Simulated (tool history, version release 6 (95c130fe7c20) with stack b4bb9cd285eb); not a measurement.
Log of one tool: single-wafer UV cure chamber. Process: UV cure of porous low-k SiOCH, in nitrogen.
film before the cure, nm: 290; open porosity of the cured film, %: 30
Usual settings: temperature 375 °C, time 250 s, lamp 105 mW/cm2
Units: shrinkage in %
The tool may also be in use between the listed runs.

{"run": 1, "day": 0.0, "temperature": 370, "time": 250, "lamp": 105, "shrinkage": 13.805}
{"run": 2, "day": 1.242, "temperature": 370, "time": 250, "lamp": 105, "shrinkage": 13.444}
{"run": 3, "day": 2.642, "temperature": 370, "time": 250, "lamp": 105, "shrinkage": 13.525}
{"run": 4, "day": 4.079, "temperature": 375, "time": 250, "lamp": 105, "shrinkage": 13.545}
{"run": 5, "day": 5.367, "temperature": 375, "time": 250, "lamp": 105, "shrinkage": 13.762}
{"run": 6, "day": 6.067, "temperature": 375, "time": 250, "lamp": 105, "shrinkage": 13.452}
{"run": 7, "day": 6.838, "temperature": 375, "time": 250, "lamp": 105, "shrinkage": 13.575}
{"run": 8, "day": 7.621, "temperature": 375, "time": 250, "lamp": 105, "shrinkage": 13.088}
{"run": 9, "day": 8.7, "temperature": 375, "time": 340, "lamp": 105, "shrinkage": 14.809}
{"run": 10, "day": 9.204, "temperature": 375, "time": 340, "lamp": 105, "shrinkage": 15.001}
{"run": 11, "day": 10.471, "temperature": 375, "time": 185, "lamp": 105, "shrinkage": 11.701}
{"run": 12, "day": 11.05, "temperature": 375, "time": 185, "lamp": 105, "shrinkage": 11.842}
{"run": 13, "day": 11.792, "temperature": 375, "time": 250, "lamp": 105, "shrinkage": 13.551}
{"run": 14, "day": 12.396, "temperature": 369, "time": 250, "lamp": 105, "shrinkage": 13.022}
{"run": 15, "day": 13.771, "temperature": 369, "time": 250, "lamp": 105, "shrinkage": 13.045}
{"run": 16, "day": 16.6, "temperature": 375, "time": 250, "lamp": 105, "shrinkage": 12.879}
{"run": 17, "day": 17.238, "temperature": 375, "time": 250, "lamp": 105, "shrinkage": 12.921}
{"run": 18, "day": 18.508, "temperature": 375, "time": 135, "lamp": 105, "shrinkage": 9.775}
{"run": 19, "day": 19.129, "temperature": 375, "time": 135, "lamp": 105, "shrinkage": 10.069}
{"run": 20, "day": 20.617, "temperature": 375, "time": 250, "lamp": 89, "shrinkage": 12.078}
{"run": 21, "day": 21.258, "temperature": 370, "time": 250, "lamp": 105, "shrinkage": 12.854}
{"run": 22, "day": 22.517, "temperature": 375, "time": 250, "lamp": 105, "shrinkage": 12.832}
{"run": 23, "day": 23.65, "temperature": 375, "time": 375, "lamp": 140, "shrinkage": 16.251}
{"run": 24, "day": 24.55, "temperature": 394, "time": 185, "lamp": 105, "shrinkage": 12.9}
{"run": 25, "day": 25.412, "temperature": 375, "time": 250, "lamp": 105, "shrinkage": 13.987}
{"run": 26, "day": 25.958, "temperature": 394, "time": 185, "lamp": 133, "shrinkage": 14.052}
{"run": 27, "day": 27.292, "temperature": 363, "time": 380, "lamp": 70, "shrinkage": 13.564}
{"run": 28, "day": 27.821, "temperature": 370, "time": 250, "lamp": 105, "shrinkage": 13.583}
{"run": 29, "day": 28.992, "temperature": 375, "time": 250, "lamp": 105, "shrinkage": 13.926}
{"run": 30, "day": 30.146, "temperature": 360, "time": 195, "lamp": 68, "shrinkage": 9.941}
{"run": 31, "day": 30.862, "temperature": 375, "time": 130, "lamp": 132, "shrinkage": 11.196}
{"run": 32, "day": 34.658, "temperature": 385, "time": 250, "lamp": 140, "shrinkage": 15.037}
{"run": 33, "day": 35.579, "temperature": 389, "time": 250, "lamp": 119, "shrinkage": 14.663}
{"run": 34, "day": 37.575, "temperature": 386, "time": 250, "lamp": 94, "shrinkage": 13.41}
{"run": 35, "day": 38.562, "temperature": 392, "time": 250, "lamp": 68, "shrinkage": 11.381}
{"run": 36, "day": 39.242, "temperature": 375, "time": 250, "lamp": 89, "shrinkage": 12.309}
{"run": 37, "day": 40.262, "temperature": 375, "time": 250, "lamp": 79, "shrinkage": 12.122}
{"run": 38, "day": 41.071, "temperature": 375, "time": 295, "lamp": 105, "shrinkage": 14.187}

Taken out of this log: 2 entries between the listed runs. Where each belongs, and how the hidden state differs across it:
Between runs 23 and 24: quartz window cleaned (day 24.125)
  transmission lost against a clean window, %: 22.3 -> 2.33
  measured less the result without the state, shrinkage: -1.321 -> -0.118 %
Between runs 29 and 30: UV bulbs replaced (day 30.125)
  transmission lost against a clean window, %: 5.49 -> 6.31
  measured less the result without the state, shrinkage: -0.289 -> -0.306 %
